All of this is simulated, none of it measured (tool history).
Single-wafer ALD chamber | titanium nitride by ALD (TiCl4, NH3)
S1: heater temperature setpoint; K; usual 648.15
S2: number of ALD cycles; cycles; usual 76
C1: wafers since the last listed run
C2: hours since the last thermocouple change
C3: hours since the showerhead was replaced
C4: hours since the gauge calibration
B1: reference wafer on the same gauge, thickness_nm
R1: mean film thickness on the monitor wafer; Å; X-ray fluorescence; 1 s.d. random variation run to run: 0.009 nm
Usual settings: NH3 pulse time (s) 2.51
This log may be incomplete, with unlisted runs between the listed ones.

run 1 hour=0.0 | S1=657.15 S2=87 NH3_pulse_time_(s)=2.51 | C1=0 C2=264.1 C3=2157.2 C4=128.4 | B1=1.396 | R1=18.60
run 2 hour=42.9 | S1=648.15 S2=72 NH3_pulse_time_(s)=2.51 | C1=91 C2=307.0 C3=2200.1 C4=171.3 | B1=1.396 | R1=15.38
run 3 hour=105.0 | S1=648.15 S2=72 NH3_pulse_time_(s)=2.51 | C1=132 C2=369.1 C3=2262.2 C4=233.4 | B1=1.393 | R1=15.26
run 4 hour=158.5 | S1=648.15 S2=72 NH3_pulse_time_(s)=2.51 | C1=114 C2=422.6 C3=2315.7 C4=286.9 | B1=1.387 | R1=15.31
run 5 hour=187.0 | S1=648.15 S2=76 NH3_pulse_time_(s)=2.51 | C1=61 C2=451.1 C3=2344.2 C4=315.4 | B1=1.386 | R1=16.09
run 6 hour=226.3 | S1=648.15 S2=76 NH3_pulse_time_(s)=2.51 | C1=84 C2=490.4 C3=2383.5 C4=354.7 | B1=1.383 | R1=15.89
run 7 hour=280.6 | S1=648.15 S2=76 NH3_pulse_time_(s)=2.51 | C1=116 C2=544.7 C3=2437.8 C4=409.0 | B1=1.379 | R1=16.10
run 8 hour=313.5 | S1=648.15 S2=76 NH3_pulse_time_(s)=2.51 | C1=70 C2=577.6 C3=2470.7 C4=441.9 | B1=1.379 | R1=16.07
run 9 hour=340.9 | S1=648.15 S2=76 NH3_pulse_time_(s)=2.51 | C1=58 C2=605.0 C3=2498.1 C4=469.3 | B1=1.372 | R1=16.02
run 10 hour=401.4 | S1=648.15 S2=76 NH3_pulse_time_(s)=2.51 | C1=129 C2=665.5 C3=2558.6 C4=529.8 | B1=1.372 | R1=15.85
run 11 hour=435.9 | S1=648.15 S2=76 NH3_pulse_time_(s)=2.51 | C1=73 C2=700.0 C3=2593.1 C4=564.3 | B1=1.371 | R1=15.83
run 12 hour=466.9 | S1=648.15 S2=76 NH3_pulse_time_(s)=2.51 | C1=66 C2=731.0 C3=2624.1 C4=595.3 | B1=1.373 | R1=15.83
run 13 hour=507.6 | S1=648.15 S2=76 NH3_pulse_time_(s)=2.51 | C1=87 C2=771.7 C3=2664.8 C4=636.0 | B1=1.365 | R1=15.87
run 14 hour=561.2 | S1=648.15 S2=76 NH3_pulse_time_(s)=2.51 | C1=114 C2=825.3 C3=2718.4 C4=689.6 | B1=1.365 | R1=15.65
run 15 hour=605.6 | S1=660.15 S2=76 NH3_pulse_time_(s)=2.51 | C1=95 C2=869.7 C3=2762.8 C4=734.0 | B1=1.364 | R1=15.89
run 16 hour=673.6 | S1=660.15 S2=86 NH3_pulse_time_(s)=1.55 | C1=145 C2=937.7 C3=2830.8 C4=802.0 | B1=1.356 | R1=17.67
run 17 hour=744.5 | S1=639.15 S2=82 NH3_pulse_time_(s)=3.26 | C1=151 C2=1008.6 C3=2901.7 C4=872.9 | B1=1.353 | R1=17.02
run 18 hour=789.2 | S1=659.15 S2=70 NH3_pulse_time_(s)=2.79 | C1=95 C2=1053.3 C3=2946.4 C4=917.6 | B1=1.351 | R1=14.61
run 19 hour=829.2 | S1=648.15 S2=76 NH3_pulse_time_(s)=2.51 | C1=85 C2=1093.3 C3=2986.4 C4=957.6 | B1=1.349 | R1=15.60
run 20 hour=861.8 | S1=648.15 S2=80 NH3_pulse_time_(s)=3.31 | C1=69 C2=1125.9 C3=3019.0 C4=990.2 | B1=1.347 | R1=16.47
-- hour=884.0 showerhead replaced
run 21 hour=891.0 | S1=648.15 S2=76 NH3_pulse_time_(s)=2.51 | C1=45 C2=1155.1 C3=7.0 C4=1019.4 | B1=1.346 | R1=15.34
-- hour=922.7 gauge calibrated
-- hour=933.3 thermocouple changed; heater temperature recalibrated
run 22 hour=941.2 | S1=648.15 S2=76 NH3_pulse_time_(s)=2.51 | C1=90 C2=7.9 C3=57.2 C4=18.5 | B1=1.405 | R1=16.19
run 23 hour=974.4 | S1=636.15 S2=90 NH3_pulse_time_(s)=2.94 | C1=71 C2=41.1 C3=90.4 C4=51.7 | B1=1.404 | R1=18.94
run 24 hour=1019.6 | S1=648.15 S2=85 NH3_pulse_time_(s)=2.51 | C1=96 C2=86.3 C3=135.6 C4=96.9 | B1=1.402 | R1=18.10
run 25 hour=1070.4 | S1=641.15 S2=68 NH3_pulse_time_(s)=2.89 | C1=108 C2=137.1 C3=186.4 C4=147.7 | B1=1.397 | R1=14.34
run 26 hour=1102.4 | S1=648.15 S2=76 NH3_pulse_time_(s)=2.51 | C1=68 C2=169.1 C3=218.4 C4=179.7 | B1=1.397 | R1=16.17
run 27 hour=1173.2 | S1=648.15 S2=76 NH3_pulse_time_(s)=2.51 | C1=151 C2=239.9 C3=289.2 C4=250.5 | B1=1.390 | R1=16.03
run 28 hour=1231.7 | S1=648.15 S2=76 NH3_pulse_time_(s)=3.00 | C1=125 C2=298.4 C3=347.7 C4=309.0 | B1=1.390 | R1=16.18
run 29 hour=1269.3 | S1=644.15 S2=91 NH3_pulse_time_(s)=2.51 | C1=80 C2=336.0 C3=385.3 C4=346.6 | B1=1.387 | R1=19.00

Hidden state, per run?
wafer temperature above the value expected at the setpoint (K): 0 at every run
H1: gauge reads high (%)
run=1 H1=-0.304
run=2 H1=-0.475
run=3 H1=-0.724
run=4 H1=-0.938
run=5 H1=-1.05
run=6 H1=-1.21
run=7 H1=-1.43
run=8 H1=-1.56
run=9 H1=-1.67
run=10 H1=-1.91
run=11 H1=-2.05
run=12 H1=-2.17
run=13 H1=-2.33
run=14 H1=-2.55
run=15 H1=-2.73
run=16 H1=-3
run=17 H1=-3.28
run=18 H1=-3.46
run=19 H1=-3.62
run=20 H1=-3.75
run=21 H1=-3.87
run=22 H1=0.312
run=23 H1=0.18
run=24 H1=-0.00118
run=25 H1=-0.204
run=26 H1=-0.332
run=27 H1=-0.616
run=28 H1=-0.85
run=29 H1=-1

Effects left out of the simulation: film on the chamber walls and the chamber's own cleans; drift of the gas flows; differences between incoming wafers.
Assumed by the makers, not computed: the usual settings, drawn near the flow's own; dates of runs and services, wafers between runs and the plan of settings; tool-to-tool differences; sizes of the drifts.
